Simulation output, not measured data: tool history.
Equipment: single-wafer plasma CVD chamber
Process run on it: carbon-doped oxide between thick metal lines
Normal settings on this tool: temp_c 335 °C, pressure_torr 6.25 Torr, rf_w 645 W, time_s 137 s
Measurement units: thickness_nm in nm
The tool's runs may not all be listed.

| run | hour | temp_c | pressure_torr | rf_w | time_s | read-back reference wafer on the same gauge, thickness_nm | thickness_nm |
|---|---|---|---|---|---|---|---|
| 1 | 0 | 335 | 6.25 | 645 | 137 | 953.758 | 960.025 |
| 2 | 49.5 | 335 | 6.25 | 645 | 137 | 953.205 | 962.202 |
| 3 | 154.3 | 335 | 6.25 | 645 | 137 | 953.148 | 962.509 |
| 4 | 191.7 | 335 | 6.25 | 645 | 137 | 952.393 | 961.131 |
| 5 | 252.6 | 335 | 6.25 | 645 | 137 | 952.728 | 963.654 |
| 6 | 303.6 | 335 | 6.25 | 645 | 151 | 952.633 | 1060.47 |
| 7 | 363.5 | 335 | 6.25 | 645 | 137 | 953.282 | 964.522 |
| 8 | 469.4 | 335 | 6.25 | 645 | 137 | 952.742 | 955.642 |
|  | 527.7 | capacitance manometer re-zeroed and calibrated |
| 9 | 565.4 | 335 | 6.25 | 645 | 137 | 952.909 | 962.11 |
| 10 | 624.8 | 335 | 6.25 | 645 | 137 | 954.256 | 968.06 |
| 11 | 687.6 | 335 | 6.25 | 645 | 137 | 953.326 | 959.117 |
|  | 699.8 | thermocouple changed; heater temperature recalibrated |
| 12 | 761.2 | 335 | 6.25 | 645 | 137 | 953.286 | 958.341 |
| 13 | 826.3 | 335 | 6.25 | 565 | 151 | 952.624 | 1000.326 |
| 14 | 865 | 335 | 6.25 | 575 | 156 | 952.627 | 1037.116 |
| 15 | 927 | 324 | 6.25 | 680 | 112 | 952.216 | 828.34 |
|  | 959.2 | gauge calibrated |
|  | 990.9 | showerhead replaced |
| 16 | 1007.7 | 335 | 6.25 | 735 | 145 | 953.978 | 1087.034 |
| 17 | 1045.5 | 335 | 7.49 | 645 | 137 | 953.423 | 978.293 |
| 18 | 1130.2 | 326 | 5.63 | 730 | 115 | 953.283 | 870.806 |
| 19 | 1175.2 | 324 | 5.14 | 570 | 125 | 952.533 | 836.201 |
| 20 | 1218.1 | 321 | 6.25 | 645 | 137 | 952.927 | 1000.413 |
| 21 | 1255 | 335 | 6.25 | 755 | 164 | 953.435 | 1243.534 |
| 22 | 1332.2 | 335 | 6.25 | 735 | 147 | 952.599 | 1104.382 |
|  | 1430.5 | RF generator calibrated |
| 23 | 1437.8 | 348 | 6.25 | 600 | 137 | 953.066 | 899.462 |
| 24 | 1523.6 | 335 | 6.25 | 645 | 137 | 952.627 | 961.683 |
| 25 | 1564 | 335 | 7.29 | 645 | 157 | 953.639 | 1117.208 |
| 26 | 1747.7 | 335 | 6.25 | 645 | 137 | 952.64 | 961.261 |
| 27 | 1816.2 | 335 | 6.25 | 645 | 137 | 953.306 | 962.224 |
| 28 | 1864.7 | 322 | 6.95 | 700 | 137 | 953.296 | 1041.718 |

4 options for the next run, each taken on its own from the tool as it stands now. Forecast them:
| A | 1865.1 | 335 | 5.01 | 645 | 137 | ? | ? |
| B | 1865.1 | 335 | 6.25 | 645 | 146 | ? | ? |
| C | 1865.1 | 340 | 7.68 | 725 | 137 | ? | ? |
| D | 1865.1 | 328 | 6.25 | 695 | 127 | ? | ? |

| run | read-back reference wafer on the same gauge, thickness_nm | thickness_nm |
|---|---|---|
| A | 952.561 | 937.011 |
| B | 952.561 | 1022.24 |
| C | 952.561 | 1016.643 |
| D | 952.561 | 939.631 |
With the hidden condition removed and each run's random variation left untouched, the same runs would have given:
| run | thickness_nm |
|---|---|
| A | 937.011 |
| B | 1022.24 |
| C | 1016.643 |
| D | 939.631 |

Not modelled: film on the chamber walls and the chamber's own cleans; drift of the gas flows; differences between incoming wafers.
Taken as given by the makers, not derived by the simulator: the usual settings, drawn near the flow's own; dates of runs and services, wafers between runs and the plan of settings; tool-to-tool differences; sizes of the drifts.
